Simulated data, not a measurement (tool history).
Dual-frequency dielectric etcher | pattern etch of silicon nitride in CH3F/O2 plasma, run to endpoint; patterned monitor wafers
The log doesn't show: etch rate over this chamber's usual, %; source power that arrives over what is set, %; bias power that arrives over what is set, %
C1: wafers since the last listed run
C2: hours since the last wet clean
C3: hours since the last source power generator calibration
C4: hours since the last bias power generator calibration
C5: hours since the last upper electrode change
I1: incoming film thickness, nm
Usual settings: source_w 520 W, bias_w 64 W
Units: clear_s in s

run 1 hour=0.0 | source_w=520 bias_w=64 | C1=0 C2=242.1 C3=4208.0 C4=3272.2 C5=4135.7 | I1=74.7 | clear_s=74.7
run 2 hour=9.0 | source_w=520 bias_w=64 | C1=54 C2=251.1 C3=4217.0 C4=3281.2 C5=4144.7 | I1=73.9 | clear_s=74.5
run 3 hour=17.7 | source_w=520 bias_w=64 | C1=52 C2=259.8 C3=4225.7 C4=3289.9 C5=4153.4 | I1=73.7 | clear_s=73.3
run 4 hour=32.6 | source_w=520 bias_w=64 | C1=90 C2=274.7 C3=4240.6 C4=3304.8 C5=4168.3 | I1=74.1 | clear_s=73.9
run 5 hour=45.9 | source_w=520 bias_w=64 | C1=80 C2=288.0 C3=4253.9 C4=3318.1 C5=4181.6 | I1=74.0 | clear_s=72.4
run 6 hour=60.7 | source_w=590 bias_w=68 | C1=89 C2=302.8 C3=4268.7 C4=3332.9 C5=4196.4 | I1=75.0 | clear_s=68.9
run 7 hour=75.3 | source_w=590 bias_w=68 | C1=88 C2=317.4 C3=4283.3 C4=3347.5 C5=4211.0 | I1=74.6 | clear_s=67.5
run 8 hour=83.1 | source_w=520 bias_w=55 | C1=47 C2=325.2 C3=4291.1 C4=3355.3 C5=4218.8 | I1=74.3 | clear_s=77.2
run 9 hour=92.1 | source_w=520 bias_w=55 | C1=54 C2=334.2 C3=4300.1 C4=3364.3 C5=4227.8 | I1=74.5 | clear_s=76.2
run 10 hour=102.9 | source_w=520 bias_w=64 | C1=65 C2=345.0 C3=4310.9 C4=3375.1 C5=4238.6 | I1=73.8 | clear_s=73.0
-- hour=135.2 upper electrode replaced
run 11 hour=135.7 | source_w=520 bias_w=64 | C1=53 C2=377.8 C3=4343.7 C4=3407.9 C5=0.5 | I1=74.4 | clear_s=72.9
run 12 hour=136.1 | source_w=420 bias_w=64 | C1=2 C2=378.2 C3=4344.1 C4=3408.3 C5=0.9 | I1=74.1 | clear_s=79.7
run 13 hour=138.4 | source_w=420 bias_w=64 | C1=13 C2=380.5 C3=4346.4 C4=3410.6 C5=3.2 | I1=74.2 | clear_s=79.7
run 14 hour=154.6 | source_w=590 bias_w=69 | C1=98 C2=396.7 C3=4362.6 C4=3426.8 C5=19.4 | I1=74.7 | clear_s=67.8
-- hour=161.1 bias power generator calibrated
run 15 hour=161.7 | source_w=520 bias_w=64 | C1=18 C2=403.8 C3=4369.7 C4=0.6 C5=26.5 | I1=74.3 | clear_s=72.6
run 16 hour=173.3 | source_w=400 bias_w=50 | C1=70 C2=415.4 C3=4381.3 C4=12.2 C5=38.1 | I1=74.1 | clear_s=87.2
-- hour=204.7 wet clean of the chamber
run 17 hour=205.2 | source_w=520 bias_w=64 | C1=47 C2=0.5 C3=4413.2 C4=44.1 C5=70.0 | I1=74.6 | clear_s=76.7
run 18 hour=205.6 | source_w=470 bias_w=76 | C1=2 C2=0.9 C3=4413.6 C4=44.5 C5=70.4 | I1=74.1 | clear_s=75.7
run 19 hour=212.5 | source_w=520 bias_w=64 | C1=41 C2=7.8 C3=4420.5 C4=51.4 C5=77.3 | I1=74.7 | clear_s=77.3
run 20 hour=222.8 | source_w=400 bias_w=74 | C1=62 C2=18.1 C3=4430.8 C4=61.7 C5=87.6 | I1=74.5 | clear_s=82.8
run 21 hour=231.7 | source_w=600 bias_w=64 | C1=53 C2=27.0 C3=4439.7 C4=70.6 C5=96.5 | I1=74.9 | clear_s=72.3
run 22 hour=243.4 | source_w=520 bias_w=64 | C1=70 C2=38.7 C3=4451.4 C4=82.3 C5=108.2 | I1=73.9 | clear_s=75.8
run 23 hour=252.0 | source_w=480 bias_w=64 | C1=52 C2=47.3 C3=4460.0 C4=90.9 C5=116.8 | I1=73.8 | clear_s=78.8
-- hour=262.1 source power generator calibrated
run 24 hour=268.4 | source_w=520 bias_w=64 | C1=75 C2=63.7 C3=6.3 C4=107.3 C5=133.2 | I1=74.2 | clear_s=75.6
run 25 hour=275.0 | source_w=590 bias_w=49 | C1=40 C2=70.3 C3=12.9 C4=113.9 C5=139.8 | I1=74.6 | clear_s=76.7
run 26 hour=289.7 | source_w=560 bias_w=71 | C1=89 C2=85.0 C3=27.6 C4=128.6 C5=154.5 | I1=74.1 | clear_s=70.9
run 27 hour=297.8 | source_w=520 bias_w=64 | C1=49 C2=93.1 C3=35.7 C4=136.7 C5=162.6 | I1=75.0 | clear_s=76.7
run 28 hour=313.4 | source_w=610 bias_w=72 | C1=94 C2=108.7 C3=51.3 C4=152.3 C5=178.2 | I1=74.3 | clear_s=67.4
run 29 hour=330.7 | source_w=520 bias_w=64 | C1=104 C2=126.0 C3=68.6 C4=169.6 C5=195.5 | I1=74.1 | clear_s=74.4
run 30 hour=344.3 | source_w=400 bias_w=59 | C1=82 C2=139.6 C3=82.2 C4=183.2 C5=209.1 | I1=74.7 | clear_s=87.8
run 31 hour=357.8 | source_w=590 bias_w=73 | C1=81 C2=153.1 C3=95.7 C4=196.7 C5=222.6 | I1=74.9 | clear_s=68.7

Run 32 comes next. What will it give?
run 32 hour=375.7 | source_w=590 bias_w=64 | C1=108 C2=171.0 C3=113.6 C4=214.6 C5=240.5 | I1=75.3 | clear_s=?

Run 32 gave clear_s 72.2 s.
Without the tool's hidden state the same run would have given clear_s 73.8 s.
